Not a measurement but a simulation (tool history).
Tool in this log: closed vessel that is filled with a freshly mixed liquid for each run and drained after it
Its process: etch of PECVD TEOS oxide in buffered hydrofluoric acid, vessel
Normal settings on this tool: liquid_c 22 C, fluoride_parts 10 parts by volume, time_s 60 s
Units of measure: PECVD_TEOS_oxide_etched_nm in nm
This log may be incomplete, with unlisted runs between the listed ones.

run     day  liquid_c  fluoride_parts  time_s  read-back film thickness of the PECVD TEOS oxide reference wafer, read on the same gauge (nm)  PECVD_TEOS_oxide_etched_nm
  1       0        22              10      60                                                                                          99.98                      134.33
  2   2.296        22              10      60                                                                                         100.01                      132.48
  3   6.338        22              10      60                                                                                          99.99                      135.28
  4  10.138        22              10      75                                                                                          99.99                      166.86
     13.483  -- hydrofluoric acid flow meter replaced
  5  14.271        22              10      75                                                                                         100.03                      164.73
  6  17.288        22              10      75                                                                                         100.01                      164.35
  7  19.817        22              10      60                                                                                          99.99                      133.13
     23.396  -- gauge calibrated
  8  23.992        19             6.5      40                                                                                          99.97                      113.47
  9  26.438        25              10      60                                                                                          99.97                       160.2
     28.129  -- thermometer replaced
 10  28.471        20            11.5      40                                                                                          99.99                       69.54
 11  32.296        22            12.5      60                                                                                          99.99                      107.54
 12  35.075        22              10      75                                                                                          99.98                      167.03
 13  36.646        22            13.5      35                                                                                          99.98                        57.5
 14  40.975      20.5              11      80                                                                                            100                      150.16
 15  44.921        19             6.5      40                                                                                            100                      112.58

What if the next run were any one of these 5? Each begins from the tool's condition after run 15:
  A  44.95        22              10      45                                                                                              ?                           ?
  B  44.95        22             8.5      35                                                                                              ?                           ?
  C  44.95      19.5             8.5      70                                                                                              ?                           ?
  D  44.95        22              10      30                                                                                              ?                           ?
  E  44.95      23.5             6.5      75                                                                                              ?                           ?

run  read-back film thickness of the PECVD TEOS oxide reference wafer, read on the same gauge (nm)  PECVD_TEOS_oxide_etched_nm
  A                                                                                          99.96                      100.14
  B                                                                                          99.96                       88.56
  C                                                                                          99.96                      154.11
  D                                                                                          99.96                       66.76
  E                                                                                          99.96                       271.1
Had the tool no hidden state, the same runs would have come out as:
run  PECVD_TEOS_oxide_etched_nm
  A                      100.14
  B                       88.56
  C                      154.11
  D                       66.76
  E                       271.1
